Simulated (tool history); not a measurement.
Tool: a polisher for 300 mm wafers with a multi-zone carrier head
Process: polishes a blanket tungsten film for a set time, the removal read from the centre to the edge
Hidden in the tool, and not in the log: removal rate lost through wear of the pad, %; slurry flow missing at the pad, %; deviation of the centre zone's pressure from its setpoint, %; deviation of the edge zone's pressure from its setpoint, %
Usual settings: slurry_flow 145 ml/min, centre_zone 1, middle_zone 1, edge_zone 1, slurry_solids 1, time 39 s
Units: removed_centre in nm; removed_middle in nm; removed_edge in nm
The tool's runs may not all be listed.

run,hour,slurry_flow,centre_zone,middle_zone,edge_zone,slurry_solids,time,wafers since the last listed run,wafers polished on this pad,hours since the slurry nozzle was cleaned,hours since the centre zone pressure was calibrated,hours since the edge zone pressure was calibrated,hours since the carrier head's membrane was replaced,"incoming thickness of the incoming film, nm",removed_centre,removed_middle,removed_edge
1,0,145,1,0.92,1,1,39,0,344,114.8,552.3,934.5,1773.3,711.5,238.8,237.6,266.3
2,41.8,145,1.04,1,1,0.8,39,506,851,156.6,594.1,976.3,1815.1,728.7,240,247.6,254.8
3,69.5,145,1.04,1,1,0.8,39,335,1187,184.3,621.8,1004,1842.8,721.4,242.6,247.3,252.3
4,101.6,145,1.04,1,1,0.8,39,389,1576,216.4,653.9,1036.1,1874.9,708.7,239,249.1,251
5,137.6,145,1,1,1,1,39,436,2012,252.4,689.9,1072.1,1910.9,716.8,242.9,254.6,259.2
# hour 170.2: worn pad replaced by a new one
6,177.8,145,1,1,1,1,39,438,92,292.6,730.1,1112.3,1951.1,711.8,236.9,251.6,262.8
# hour 183.3: carrier head's membrane replaced by a new one
# hour 224.2: slurry nozzle cleaned
7,238.3,145,1.07,1,1,1,39,660,753,14.1,790.6,1172.8,55,728.4,254.8,256.9,257.3
# hour 307.8: edge zone pressure recalibrated
8,308.3,145,1,1,1,1,39,824,1577,84.1,860.6,0.5,125,714,239.1,253,254.3
9,364.5,145,1,1,1,1,39,681,2259,140.3,916.8,56.7,181.2,709.8,237.9,258.4,265.2
# hour 382.2: worn pad replaced by a new one
10,424,145,1,1,1,0.85,39,672,507,199.8,976.3,116.2,240.7,724.7,230.2,247.7,256.6
# hour 455.5: centre zone pressure recalibrated
11,495.3,185,1,1,1,1.2,30,840,1347,271.1,39.8,187.5,312,725.3,183.7,209.6,211.6
12,581.3,145,1,1.1,1,1,39,1042,2389,357.1,125.8,273.5,398,706.5,221.1,273.6,261.2
# hour 598.3: slurry nozzle cleaned
# hour 617: worn pad replaced by a new one
13,627.5,145,1.05,1,1,1,39,499,126,29.2,172,319.7,444.2,720.6,227.9,254.5,258.6
14,652.3,165,1.09,1,1,1,39,300,427,54,196.8,344.5,469,723.4,238.8,259.6,269.3
# hour 661: centre zone pressure recalibrated, repeated, since the last time left the tool worse
15,702.6,145,1.03,1,0.96,1,39,585,1013,104.3,41.6,394.8,519.3,728.5,259.4,256.7,255.3
16,760.2,160,1,1,1,1.1,39,698,1711,161.9,99.2,452.4,576.9,717.8,256.9,263.6,269.1
17,798.5,145,0.92,0.91,1,1.25,39,464,2175,200.2,137.5,490.7,615.2,722.8,229.6,242.6,268.3
# hour 834: worn pad replaced by a new one
18,843.5,145,1,1.07,1.1,1,39,497,114,245.2,182.5,535.7,660.2,716.3,242.8,269.6,269.1
19,869,145,1,1,1.07,1,50,309,423,270.7,208,561.2,685.7,722.4,308.7,327.8,341.7
20,937.7,145,1,1,1,1,39,832,1256,339.4,276.7,629.9,754.4,711.9,241.3,253.6,260.5

What the log doesn't show, run by run:
removal rate lost through wear of the pad, %: 0 in every run
slurry flow missing at the pad, %: 0 in every run
deviation of the edge zone's pressure from its setpoint, %: 0 in every run
H1: deviation of the centre zone's pressure from its setpoint, %
run,H1
1,-6.21
2,-6.37
3,-6.46
4,-6.56
5,-6.66
6,-6.76
7,-6.88
8,-7
9,-7.07
10,-7.14
11,-12.9
12,-14.5
13,-15.2
14,-15.6
15,-2.49
16,-3.63
17,-4.28
18,-4.94
19,-5.28
20,-6.05
